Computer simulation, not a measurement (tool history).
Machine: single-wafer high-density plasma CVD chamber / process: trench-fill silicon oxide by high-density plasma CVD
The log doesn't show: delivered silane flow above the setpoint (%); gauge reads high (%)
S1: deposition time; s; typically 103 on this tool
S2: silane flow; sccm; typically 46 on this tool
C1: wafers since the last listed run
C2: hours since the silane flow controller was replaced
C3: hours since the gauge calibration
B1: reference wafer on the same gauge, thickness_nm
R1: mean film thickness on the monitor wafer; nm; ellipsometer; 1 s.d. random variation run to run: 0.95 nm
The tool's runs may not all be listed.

run 1 hour=0 | S1=103 S2=46 | C1=0 C2=2169.7 C3=214.4 | B1=440.22 | R1=423.978
run 2 hour=15.4 | S1=103 S2=46 | C1=157 C2=2185.1 C3=229.8 | B1=439.878 | R1=424.029
run 3 hour=63.8 | S1=103 S2=46 | C1=494 C2=2233.5 C3=278.2 | B1=440.029 | R1=424.813
run 4 hour=78 | S1=103 S2=40 | C1=144 C2=2247.7 C3=292.4 | B1=440.119 | R1=367.955
run 5 hour=87.8 | S1=103 S2=40 | C1=100 C2=2257.5 C3=302.2 | B1=439.922 | R1=368.847
run 6 hour=100.8 | S1=103 S2=40 | C1=132 C2=2270.5 C3=315.2 | B1=439.834 | R1=369.372
run 7 hour=108 | S1=103 S2=46 | C1=73 C2=2277.7 C3=322.4 | B1=440.057 | R1=422.919
run 8 hour=114.9 | S1=103 S2=46 | C1=70 C2=2284.6 C3=329.3 | B1=439.99 | R1=423.056
run 9 hour=130.2 | S1=103 S2=46 | C1=156 C2=2299.9 C3=344.6 | B1=440.008 | R1=422.294
run 10 hour=143.4 | S1=103 S2=46 | C1=134 C2=2313.1 C3=357.8 | B1=439.938 | R1=422.574
run 11 hour=149.8 | S1=103 S2=46 | C1=65 C2=2319.5 C3=364.2 | B1=440.233 | R1=423.23
run 12 hour=158 | S1=103 S2=46 | C1=83 C2=2327.7 C3=372.4 | B1=440.176 | R1=424.02
run 13 hour=170.9 | S1=103 S2=41 | C1=131 C2=2340.6 C3=385.3 | B1=439.876 | R1=377.174
run 14 hour=183 | S1=103 S2=41 | C1=123 C2=2352.7 C3=397.4 | B1=440.067 | R1=377.506
run 15 hour=195.6 | S1=103 S2=46 | C1=128 C2=2365.3 C3=410 | B1=440.172 | R1=422.816
-- hour=210.1 silane flow controller replaced
run 16 hour=211.9 | S1=103 S2=46 | C1=84 C2=1.8 C3=426.3 | B1=440.113 | R1=447.137
run 17 hour=218.7 | S1=103 S2=46 | C1=69 C2=8.6 C3=433.1 | B1=440.014 | R1=446.492
run 18 hour=228.4 | S1=96 S2=39 | C1=99 C2=18.3 C3=442.8 | B1=439.902 | R1=353.596
run 19 hour=244 | S1=121 S2=40 | C1=159 C2=33.9 C3=458.4 | B1=440.066 | R1=457.569
run 20 hour=250.7 | S1=111 S2=39 | C1=68 C2=40.6 C3=465.1 | B1=439.939 | R1=407.917
run 21 hour=264.2 | S1=121 S2=39 | C1=137 C2=54.1 C3=478.6 | B1=439.953 | R1=445.721
run 22 hour=287 | S1=103 S2=46 | C1=232 C2=76.9 C3=501.4 | B1=440.081 | R1=447.379
-- hour=296.2 gauge calibrated
run 23 hour=301.4 | S1=103 S2=46 | C1=147 C2=91.3 C3=5.2 | B1=439.889 | R1=447.278
run 24 hour=312.7 | S1=90 S2=51 | C1=115 C2=102.6 C3=16.5 | B1=440.05 | R1=432.598
run 25 hour=325.2 | S1=95 S2=46 | C1=127 C2=115.1 C3=29 | B1=440.043 | R1=411.128
run 26 hour=337.7 | S1=92 S2=50 | C1=127 C2=127.6 C3=41.5 | B1=439.979 | R1=434.153
run 27 hour=355.4 | S1=86 S2=53 | C1=180 C2=145.3 C3=59.2 | B1=439.729 | R1=428.464
run 28 hour=363.4 | S1=111 S2=51 | C1=81 C2=153.3 C3=67.2 | B1=440.042 | R1=530.899
run 29 hour=374.1 | S1=120 S2=49 | C1=109 C2=164 C3=77.9 | B1=439.902 | R1=554.038
run 30 hour=390 | S1=87 S2=46 | C1=162 C2=179.9 C3=93.8 | B1=439.965 | R1=375.827
run 31 hour=403.9 | S1=113 S2=40 | C1=141 C2=193.8 C3=107.7 | B1=440.018 | R1=425.474
run 32 hour=415.3 | S1=83 S2=48 | C1=116 C2=205.2 C3=119.1 | B1=440.337 | R1=375.644
run 33 hour=421.9 | S1=113 S2=50 | C1=67 C2=211.8 C3=125.7 | B1=439.7 | R1=531.019

4 options for the next run, each taken on its own from the tool as it stands now. Forecast them:
run A hour=422.3 | S1=117 S2=46 | C1=4 C2=212.2 C3=126.1 | B1=? | R1=?
run B hour=422.3 | S1=94 S2=51 | C1=4 C2=212.2 C3=126.1 | B1=? | R1=?
run C hour=422.3 | S1=103 S2=54 | C1=4 C2=212.2 C3=126.1 | B1=? | R1=?
run D hour=422.3 | S1=90 S2=46 | C1=4 C2=212.2 C3=126.1 | B1=? | R1=?

run=A B1=439.852 R1=506.608
run=B B1=439.852 R1=451.259
run=C B1=439.852 R1=523.551
run=D B1=439.852 R1=389.698
Without the tool's unlogged condition, the same runs would have read:
run=A R1=510.688
run=B R1=454.894
run=C R1=527.768
run=D R1=392.837

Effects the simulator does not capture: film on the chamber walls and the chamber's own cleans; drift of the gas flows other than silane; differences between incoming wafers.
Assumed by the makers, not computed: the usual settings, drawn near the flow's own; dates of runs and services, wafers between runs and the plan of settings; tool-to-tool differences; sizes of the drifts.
